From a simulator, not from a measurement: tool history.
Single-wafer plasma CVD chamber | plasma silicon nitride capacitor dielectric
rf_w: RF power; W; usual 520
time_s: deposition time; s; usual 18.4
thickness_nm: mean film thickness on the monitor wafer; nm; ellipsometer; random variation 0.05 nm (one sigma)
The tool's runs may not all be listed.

| run | day | rf_w | time_s | read-back reference wafer on the same gauge, thickness_nm | thickness_nm |
|---|---|---|---|---|---|
| 1 | 0.000 | 520 | 18.4 | 26.104 | 28.981 |
| 2 | 1.258 | 520 | 18.4 | 26.105 | 28.878 |
| 3 | 2.571 | 550 | 18.4 | 26.094 | 29.327 |
| 4 | 3.788 | 520 | 18.4 | 26.097 | 28.815 |
| 5 | 4.925 | 520 | 18.4 | 26.098 | 28.969 |
| 6 | 5.767 | 520 | 18.4 | 26.099 | 28.885 |
| 7 | 7.179 | 520 | 18.4 | 26.097 | 28.765 |
| 8 | 9.188 | 520 | 21.2 | 26.110 | 33.306 |
| 9 | 9.692 | 520 | 21.2 | 26.102 | 33.214 |
| 10 | 11.050 | 490 | 18.4 | 26.101 | 28.483 |
| 11 | 12.162 | 490 | 18.4 | 26.104 | 28.390 |
| 12 | 14.754 | 570 | 16.2 | 26.096 | 25.901 |
| 13 | 15.317 | 570 | 16.2 | 26.102 | 25.814 |
|  | 15.967 | gauge calibrated |
|  | 16.262 | showerhead replaced |
| 14 | 16.283 | 570 | 16.2 | 26.107 | 25.870 |
| 15 | 17.375 | 520 | 18.4 | 26.099 | 28.669 |
| 16 | 18.758 | 440 | 15.6 | 26.102 | 23.407 |
| 17 | 19.762 | 565 | 15.9 | 26.104 | 25.286 |
|  | 21.192 | RF generator calibrated |
| 18 | 21.212 | 520 | 18.4 | 26.106 | 29.298 |
| 19 | 22.050 | 460 | 20.7 | 26.106 | 32.107 |
| 20 | 24.425 | 565 | 18.4 | 26.097 | 29.897 |
| 21 | 25.800 | 455 | 21.5 | 26.102 | 33.235 |
| 22 | 26.346 | 480 | 21.2 | 26.105 | 33.229 |
| 23 | 27.642 | 490 | 16.4 | 26.106 | 25.778 |
| 24 | 29.008 | 520 | 18.4 | 26.102 | 29.278 |
| 25 | 29.517 | 520 | 14.9 | 26.108 | 23.717 |
| 26 | 33.946 | 460 | 20.7 | 26.096 | 32.040 |
| 27 | 34.554 | 590 | 16.5 | 26.097 | 27.023 |
| 28 | 35.179 | 520 | 18.4 | 26.100 | 29.238 |
| 29 | 35.888 | 460 | 20.7 | 26.100 | 32.136 |
| 30 | 37.279 | 520 | 20.1 | 26.105 | 32.071 |

5 ways to go on from here, each from the tool as it stands after run 30. What would each give?
| A | 37.296 | 520 | 20.6 | ? | ? |
| B | 37.296 | 475 | 20.6 | ? | ? |
| C | 37.296 | 485 | 21.2 | ? | ? |
| D | 37.296 | 570 | 16.8 | ? | ? |
| E | 37.296 | 520 | 15.9 | ? | ? |

| run | read-back reference wafer on the same gauge, thickness_nm | thickness_nm |
|---|---|---|
| A | 26.103 | 32.732 |
| B | 26.103 | 32.086 |
| C | 26.103 | 33.171 |
| D | 26.103 | 27.253 |
| E | 26.103 | 25.264 |
Without the tool's hidden state the same runs would have given:
| run | thickness_nm |
|---|---|
| A | 32.825 |
| B | 32.177 |
| C | 33.265 |
| D | 27.330 |
| E | 25.336 |
